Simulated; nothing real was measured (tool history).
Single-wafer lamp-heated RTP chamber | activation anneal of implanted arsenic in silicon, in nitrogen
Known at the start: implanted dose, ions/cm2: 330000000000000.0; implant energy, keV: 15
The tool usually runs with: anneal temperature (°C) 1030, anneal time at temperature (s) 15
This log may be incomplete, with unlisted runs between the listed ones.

run,day,anneal temperature (°C),anneal time at temperature (s),"read-back reference wafer on the same gauge, sheet resistance",sheet resistance of the implanted and annealed layer (ohm/square)
1,0,1030,15,328.06,275.27
2,0.583,1030,15,327.87,273.77
# day 1.029: pyrometer window cleaned and pyrometer calibrated
3,2.075,1030,15,327.93,275.98
4,2.921,1024,15,328.07,276.62
5,4.412,1016,19,327.89,275.8
6,5.9,1016,19,328.07,275.46
# day 7.183: pyrometer window cleaned and pyrometer calibrated
7,7.204,1030,15,327.91,275.91
8,8.342,1030,15,328.03,275.92
9,8.958,1030,15,328.04,275.81
10,10.979,1023,22,327.93,272.66
11,12.467,1043,15,327.95,272.41
# day 12.921: pyrometer window cleaned and pyrometer calibrated
12,13.538,1043,15,327.95,273.34
# day 14.575: gauge calibrated
13,14.808,1043,15,327.92,272.37
14,15.583,1042,18,328.02,271.39
15,16.417,1050,23,328.17,266.92
16,17.425,1056,19,328.06,266.52
17,18.1,1051,15,328.07,270.02
# day 18.992: reflector plate cleaned
# day 19.442: pyrometer window cleaned and pyrometer calibrated
18,19.471,1030,15,328.14,276
19,20.367,1053,22,328.09,267.46
20,21.167,1045,15,328.04,272.35
21,22.183,1030,15,327.97,275.28
22,23.354,1030,10,327.96,277.27
23,24.167,1030,9,328.08,278.29
# day 25.283: pyrometer window cleaned and pyrometer calibrated
24,25.479,1030,15,328,276.3
25,26.238,1030,7,328.08,280.7
26,27.362,1003,8,328.01,281.82

Below, some changes in sheet resistance of the implanted and annealed layer (ohm/square) between adjacent runs. For each, the amount present without the hidden state too (settings, incoming material, random variation) and the amount remaining for the hidden state with gauge scatter not shared by both compared results:
Unlogged tool condition in this case: true wafer temperature minus pyrometer reading, K; wafer temperature error from the tarnished reflector plate, K; gauge reads high (%).
Run 2 -> 3: pyrometer window cleaned and pyrometer calibrated. sheet resistance of the implanted and annealed layer (ohm/square) +2.21: hidden state +1.64, all else +0.57.
Run 17 -> 18: anneal temperature (°C) 1051 -> 1030, reflector plate cleaned, pyrometer window cleaned and pyrometer calibrated. sheet resistance of the implanted and annealed layer (ohm/square) +5.98: hidden state +2.1, all else +3.88.
Run 18 -> 19: anneal temperature (°C) 1030 -> 1053, anneal time at temperature (s) 15 -> 22. sheet resistance of the implanted and annealed layer (ohm/square) -8.54: hidden state -0.53, all else -8.01.

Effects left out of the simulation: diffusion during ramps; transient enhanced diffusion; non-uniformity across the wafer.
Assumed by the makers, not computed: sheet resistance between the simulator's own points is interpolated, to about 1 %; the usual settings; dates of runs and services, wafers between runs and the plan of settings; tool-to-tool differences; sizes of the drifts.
